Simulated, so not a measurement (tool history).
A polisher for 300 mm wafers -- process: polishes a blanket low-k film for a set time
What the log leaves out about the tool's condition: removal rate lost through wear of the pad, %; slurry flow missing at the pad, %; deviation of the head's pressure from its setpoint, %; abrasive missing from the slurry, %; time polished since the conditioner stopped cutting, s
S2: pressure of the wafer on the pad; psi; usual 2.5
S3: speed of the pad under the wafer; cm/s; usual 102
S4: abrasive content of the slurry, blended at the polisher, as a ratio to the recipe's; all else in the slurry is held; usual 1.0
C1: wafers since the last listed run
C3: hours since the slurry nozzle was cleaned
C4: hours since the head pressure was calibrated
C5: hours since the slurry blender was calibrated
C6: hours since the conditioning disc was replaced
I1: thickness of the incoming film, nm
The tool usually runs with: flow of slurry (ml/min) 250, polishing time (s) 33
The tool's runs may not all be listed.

run 1 hour=0.0 | flow_of_slurry_(ml/min)=250 S2=2.5 S3=102 S4=1.0 polishing_time_(s)=33 | C1=0 wafers_polished_on_this_pad=1615 C3=70.2 C4=1184.7 C5=217.8 C6=30.5 | I1=617.2 | film_removed_(nm)=14.7
run 2 hour=29.1 | flow_of_slurry_(ml/min)=250 S2=2.5 S3=102 S4=1.0 polishing_time_(s)=33 | C1=421 wafers_polished_on_this_pad=2036 C3=99.3 C4=1213.8 C5=246.9 C6=59.6 | I1=610.2 | film_removed_(nm)=14.7
-- hour=51.6 slurry blender recalibrated
run 3 hour=52.1 | flow_of_slurry_(ml/min)=250 S2=2.5 S3=102 S4=1.0 polishing_time_(s)=33 | C1=304 wafers_polished_on_this_pad=2341 C3=122.3 C4=1236.8 C5=0.5 C6=82.6 | I1=610.2 | film_removed_(nm)=14.7
-- hour=66.0 worn pad replaced by a new one
run 4 hour=69.4 | flow_of_slurry_(ml/min)=225 S2=2.5 S3=102 S4=1.0 polishing_time_(s)=33 | C1=192 wafers_polished_on_this_pad=49 C3=139.6 C4=1254.1 C5=17.8 C6=99.9 | I1=627.7 | film_removed_(nm)=14.6
run 5 hour=94.0 | flow_of_slurry_(ml/min)=225 S2=2.5 S3=102 S4=1.0 polishing_time_(s)=33 | C1=356 wafers_polished_on_this_pad=406 C3=164.2 C4=1278.7 C5=42.4 C6=124.5 | I1=622.6 | film_removed_(nm)=14.5
run 6 hour=106.1 | flow_of_slurry_(ml/min)=225 S2=2.5 S3=102 S4=1.0 polishing_time_(s)=33 | C1=175 wafers_polished_on_this_pad=581 C3=176.3 C4=1290.8 C5=54.5 C6=136.6 | I1=619.0 | film_removed_(nm)=14.5
-- hour=138.6 conditioning disc replaced and pad reconditioned
run 7 hour=140.6 | flow_of_slurry_(ml/min)=250 S2=2.5 S3=102 S4=1.0 polishing_time_(s)=33 | C1=471 wafers_polished_on_this_pad=1052 C3=210.8 C4=1325.3 C5=89.0 C6=2.0 | I1=621.1 | film_removed_(nm)=14.5
run 8 hour=167.3 | flow_of_slurry_(ml/min)=250 S2=2.5 S3=102 S4=1.0 polishing_time_(s)=33 | C1=387 wafers_polished_on_this_pad=1439 C3=237.5 C4=1352.0 C5=115.7 C6=28.7 | I1=625.2 | film_removed_(nm)=14.2
-- hour=180.0 head pressure recalibrated
run 9 hour=199.6 | flow_of_slurry_(ml/min)=250 S2=2.5 S3=102 S4=1.0 polishing_time_(s)=33 | C1=439 wafers_polished_on_this_pad=1878 C3=269.8 C4=19.6 C5=148.0 C6=61.0 | I1=617.6 | film_removed_(nm)=15.7
-- hour=217.3 worn pad replaced by a new one, of another model than before
run 10 hour=217.8 | flow_of_slurry_(ml/min)=250 S2=2.5 S3=102 S4=1.0 polishing_time_(s)=33 | C1=205 wafers_polished_on_this_pad=7 C3=288.0 C4=37.8 C5=166.2 C6=79.2 | I1=627.6 | film_removed_(nm)=15.6
run 11 hour=237.7 | flow_of_slurry_(ml/min)=250 S2=2.5 S3=102 S4=1.0 polishing_time_(s)=33 | C1=288 wafers_polished_on_this_pad=296 C3=307.9 C4=57.7 C5=186.1 C6=99.1 | I1=616.9 | film_removed_(nm)=15.7
run 12 hour=256.3 | flow_of_slurry_(ml/min)=205 S2=2.5 S3=86 S4=1.0 polishing_time_(s)=38 | C1=269 wafers_polished_on_this_pad=565 C3=326.5 C4=76.3 C5=204.7 C6=117.7 | I1=613.8 | film_removed_(nm)=16.3
run 13 hour=286.2 | flow_of_slurry_(ml/min)=250 S2=2.9 S3=102 S4=1.0 polishing_time_(s)=33 | C1=433 wafers_polished_on_this_pad=999 C3=356.4 C4=106.2 C5=234.6 C6=147.6 | I1=614.5 | film_removed_(nm)=16.4
-- hour=296.4 slurry nozzle cleaned
run 14 hour=298.9 | flow_of_slurry_(ml/min)=250 S2=3.0 S3=102 S4=1.0 polishing_time_(s)=33 | C1=169 wafers_polished_on_this_pad=1168 C3=2.5 C4=118.9 C5=247.3 C6=160.3 | I1=612.8 | film_removed_(nm)=16.5
-- hour=306.7 conditioning disc replaced and pad reconditioned
run 15 hour=327.3 | flow_of_slurry_(ml/min)=250 S2=2.5 S3=102 S4=1.0 polishing_time_(s)=33 | C1=382 wafers_polished_on_this_pad=1551 C3=30.9 C4=147.3 C5=275.7 C6=20.6 | I1=615.5 | film_removed_(nm)=15.5
-- hour=351.7 slurry blender recalibrated
run 16 hour=355.7 | flow_of_slurry_(ml/min)=250 S2=2.0 S3=134 S4=1.0 polishing_time_(s)=33 | C1=382 wafers_polished_on_this_pad=1934 C3=59.3 C4=175.7 C5=4.0 C6=49.0 | I1=608.0 | film_removed_(nm)=16.3
run 17 hour=376.6 | flow_of_slurry_(ml/min)=250 S2=2.5 S3=102 S4=1.0 polishing_time_(s)=33 | C1=302 wafers_polished_on_this_pad=2237 C3=80.2 C4=196.6 C5=24.9 C6=69.9 | I1=627.8 | film_removed_(nm)=15.7
-- hour=395.0 worn pad replaced by a new one
run 18 hour=410.4 | flow_of_slurry_(ml/min)=250 S2=2.9 S3=124 S4=1.0 polishing_time_(s)=43 | C1=431 wafers_polished_on_this_pad=222 C3=114.0 C4=230.4 C5=58.7 C6=103.7 | I1=620.9 | film_removed_(nm)=22.7
run 19 hour=430.4 | flow_of_slurry_(ml/min)=250 S2=2.5 S3=102 S4=1.0 polishing_time_(s)=33 | C1=289 wafers_polished_on_this_pad=512 C3=134.0 C4=250.4 C5=78.7 C6=123.7 | I1=623.5 | film_removed_(nm)=15.8
-- hour=459.1 conditioning disc replaced and pad reconditioned
run 20 hour=459.6 | flow_of_slurry_(ml/min)=160 S2=2.5 S3=102 S4=1.0 polishing_time_(s)=22 | C1=394 wafers_polished_on_this_pad=906 C3=163.2 C4=279.6 C5=107.9 C6=0.5 | I1=612.1 | film_removed_(nm)=9.0
run 21 hour=513.2 | flow_of_slurry_(ml/min)=250 S2=2.5 S3=80 S4=1.1 polishing_time_(s)=33 | C1=776 wafers_polished_on_this_pad=1683 C3=216.8 C4=333.2 C5=161.5 C6=54.1 | I1=609.6 | film_removed_(nm)=14.9
run 22 hour=531.3 | flow_of_slurry_(ml/min)=225 S2=2.5 S3=78 S4=0.8 polishing_time_(s)=28 | C1=262 wafers_polished_on_this_pad=1946 C3=234.9 C4=351.3 C5=179.6 C6=72.2 | I1=624.4 | film_removed_(nm)=10.6
run 23 hour=545.6 | flow_of_slurry_(ml/min)=250 S2=2.5 S3=102 S4=1.0 polishing_time_(s)=28 | C1=207 wafers_polished_on_this_pad=2153 C3=249.2 C4=365.6 C5=193.9 C6=86.5 | I1=622.5 | film_removed_(nm)=13.5
-- hour=568.2 worn pad replaced by a new one
run 24 hour=568.7 | flow_of_slurry_(ml/min)=250 S2=2.5 S3=102 S4=1.0 polishing_time_(s)=28 | C1=276 wafers_polished_on_this_pad=7 C3=272.3 C4=388.7 C5=217.0 C6=109.6 | I1=617.4 | film_removed_(nm)=13.1
-- hour=578.2 slurry nozzle cleaned
run 25 hour=595.6 | flow_of_slurry_(ml/min)=250 S2=2.8 S3=102 S4=1.0 polishing_time_(s)=33 | C1=375 wafers_polished_on_this_pad=382 C3=17.4 C4=415.6 C5=243.9 C6=136.5 | I1=610.4 | film_removed_(nm)=16.0

Branching from run 25: 4 alternative next runs. What would each branch give?
run A hour=596.0 | flow_of_slurry_(ml/min)=310 S2=2.5 S3=102 S4=1.0 polishing_time_(s)=33 | C1=5 wafers_polished_on_this_pad=388 C3=17.8 C4=416.0 C5=244.3 C6=136.9 | I1=614.4 | film_removed_(nm)=?
run B hour=596.0 | flow_of_slurry_(ml/min)=250 S2=2.5 S3=82 S4=1.0 polishing_time_(s)=39 | C1=5 wafers_polished_on_this_pad=388 C3=17.8 C4=416.0 C5=244.3 C6=136.9 | I1=614.4 | film_removed_(nm)=?
run C hour=596.0 | flow_of_slurry_(ml/min)=250 S2=2.5 S3=102 S4=1.0 polishing_time_(s)=23 | C1=5 wafers_polished_on_this_pad=388 C3=17.8 C4=416.0 C5=244.3 C6=136.9 | I1=614.4 | film_removed_(nm)=?
run D hour=596.0 | flow_of_slurry_(ml/min)=330 S2=2.5 S3=102 S4=1.0 polishing_time_(s)=39 | C1=5 wafers_polished_on_this_pad=388 C3=17.8 C4=416.0 C5=244.3 C6=136.9 | I1=614.4 | film_removed_(nm)=?

run=A film_removed_(nm)=15.8
run=B film_removed_(nm)=16.8
run=C film_removed_(nm)=10.7
run=D film_removed_(nm)=18.8
Stripped of hidden state, with their random variation kept, the same runs would have yielded:
run=A film_removed_(nm)=15.9
run=B film_removed_(nm)=16.9
run=C film_removed_(nm)=10.8
run=D film_removed_(nm)=18.9
